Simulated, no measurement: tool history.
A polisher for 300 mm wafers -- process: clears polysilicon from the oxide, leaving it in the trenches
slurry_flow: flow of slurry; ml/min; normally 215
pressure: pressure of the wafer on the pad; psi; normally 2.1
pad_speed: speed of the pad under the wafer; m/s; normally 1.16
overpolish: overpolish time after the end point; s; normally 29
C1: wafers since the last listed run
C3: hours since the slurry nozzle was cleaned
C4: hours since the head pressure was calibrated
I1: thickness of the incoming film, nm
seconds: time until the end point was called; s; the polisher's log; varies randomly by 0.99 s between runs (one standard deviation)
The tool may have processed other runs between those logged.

Run 1, day 0.000: usual settings but slurry_flow 255 ml/min, pad_speed 1.40 m/s; C1 0; wafers polished on this pad 798; C3 729.8; C4 398.4; I1 792.0. Result: seconds 48.0 s.
At day 1.975: worn pad replaced by a new one.
Run 2, day 1.996: usual settings but slurry_flow 255 ml/min, pad_speed 1.40 m/s; C1 224; wafers polished on this pad 2; C3 777.7; C4 446.3; I1 779.0. Result: seconds 49.3 s.
At day 2.767: slurry nozzle cleaned.
Run 3, day 3.871: usual settings but slurry_flow 245 ml/min, pressure 1.5 psi; C1 225; wafers polished on this pad 228; C3 26.5; C4 491.3; I1 787.0. Result: seconds 80.9 s.
Run 4, day 6.088: usual settings; C1 272; wafers polished on this pad 500; C3 79.7; C4 544.5; I1 784.0. Result: seconds 58.7 s.
Run 5, day 7.408: usual settings; C1 162; wafers polished on this pad 663; C3 111.4; C4 576.2; I1 800.5. Result: seconds 59.6 s.
Run 6, day 10.042: usual settings but pressure 2.5 psi; C1 323; wafers polished on this pad 986; C3 174.6; C4 639.4; I1 782.2. Result: seconds 49.7 s.
At day 11.512: worn pad replaced by a new one.
Run 7, day 12.029: usual settings; C1 223; wafers polished on this pad 63; C3 222.3; C4 687.1; I1 795.6. Result: seconds 59.4 s.
Run 8, day 14.496: usual settings; C1 303; wafers polished on this pad 366; C3 281.5; C4 746.3; I1 802.5. Result: seconds 62.4 s.
Run 9, day 16.896: usual settings; C1 295; wafers polished on this pad 661; C3 339.1; C4 803.9; I1 800.5. Result: seconds 62.2 s.
Run 10, day 19.196: usual settings but slurry_flow 140 ml/min, pad_speed 0.82 m/s; C1 282; wafers polished on this pad 944; C3 394.3; C4 859.1; I1 790.1. Result: seconds 87.4 s.
At day 19.617: worn pad replaced by a new one.
Run 11, day 21.833: usual settings but slurry_flow 150 ml/min, pressure 1.6 psi, overpolish 34 s; C1 303; wafers polished on this pad 272; C3 457.6; C4 922.4; I1 782.5. Result: seconds 83.4 s.
Run 12, day 23.612: usual settings but pressure 2.5 psi; C1 218; wafers polished on this pad 491; C3 500.3; C4 965.1; I1 787.1. Result: seconds 53.0 s.
Run 13, day 26.312: usual settings but slurry_flow 265 ml/min, pressure 1.7 psi, overpolish 43 s; C1 331; wafers polished on this pad 823; C3 565.1; C4 1029.9; I1 790.7. Result: seconds 75.0 s.
Run 14, day 28.171: usual settings but slurry_flow 265 ml/min, pressure 1.7 psi, overpolish 43 s; C1 228; wafers polished on this pad 1051; C3 609.7; C4 1074.5; I1 791.1. Result: seconds 76.5 s.
At day 29.662: worn pad replaced by a new one.
Run 15, day 29.750: usual settings but slurry_flow 145 ml/min, pressure 2.5 psi, pad_speed 0.82 m/s, overpolish 24 s; C1 173; wafers polished on this pad 10; C3 647.6; C4 1112.4; I1 789.5. Result: seconds 76.6 s.
At day 32.933: slurry nozzle cleaned.
At day 33.975: head pressure recalibrated.
Run 16, day 36.875: usual settings but slurry_flow 145 ml/min, pressure 1.8 psi, overpolish 34 s; C1 860; wafers polished on this pad 871; C3 94.6; C4 69.6; I1 791.4. Result: seconds 76.4 s.
At day 38.179: worn pad replaced by a new one.
Run 17, day 45.775: usual settings but slurry_flow 245 ml/min, pressure 2.3 psi, overpolish 18 s; C1 1073; wafers polished on this pad 933; C3 308.2; C4 283.2; I1 784.0. Result: seconds 52.8 s.

Consider 5 possible next runs. They are alternatives, not a sequence: every one starts from the tool as it was left by run 17. What does each give?
Run A, day 45.792: usual settings but pressure 2.4 psi; C1 2; wafers polished on this pad 935; C3 308.6; C4 283.6; I1 788.6. Result: seconds ?.
Run B, day 45.792: usual settings but slurry_flow 185 ml/min, pressure 1.8 psi, pad_speed 1.04 m/s, overpolish 46 s; C1 2; wafers polished on this pad 935; C3 308.6; C4 283.6; I1 788.6. Result: seconds ?.
Run C, day 45.792: usual settings but slurry_flow 265 ml/min, pad_speed 1.32 m/s; C1 2; wafers polished on this pad 935; C3 308.6; C4 283.6; I1 788.6. Result: seconds ?.
Run D, day 45.792: usual settings but slurry_flow 170 ml/min, pressure 2.6 psi, pad_speed 1.52 m/s, overpolish 35 s; C1 2; wafers polished on this pad 935; C3 308.6; C4 283.6; I1 788.6. Result: seconds ?.
Run E, day 45.792: usual settings but pressure 1.9 psi, pad_speed 0.92 m/s; C1 2; wafers polished on this pad 935; C3 308.6; C4 283.6; I1 788.6. Result: seconds ?.

run  seconds
  A     54.4
  B     81.3
  C     54.2
  D     41.2
  E     83.4
Had the tool no hidden state, the same runs would have come out as:
run  seconds
  A     52.7
  B     78.7
  C     52.5
  D     39.9
  E     80.7
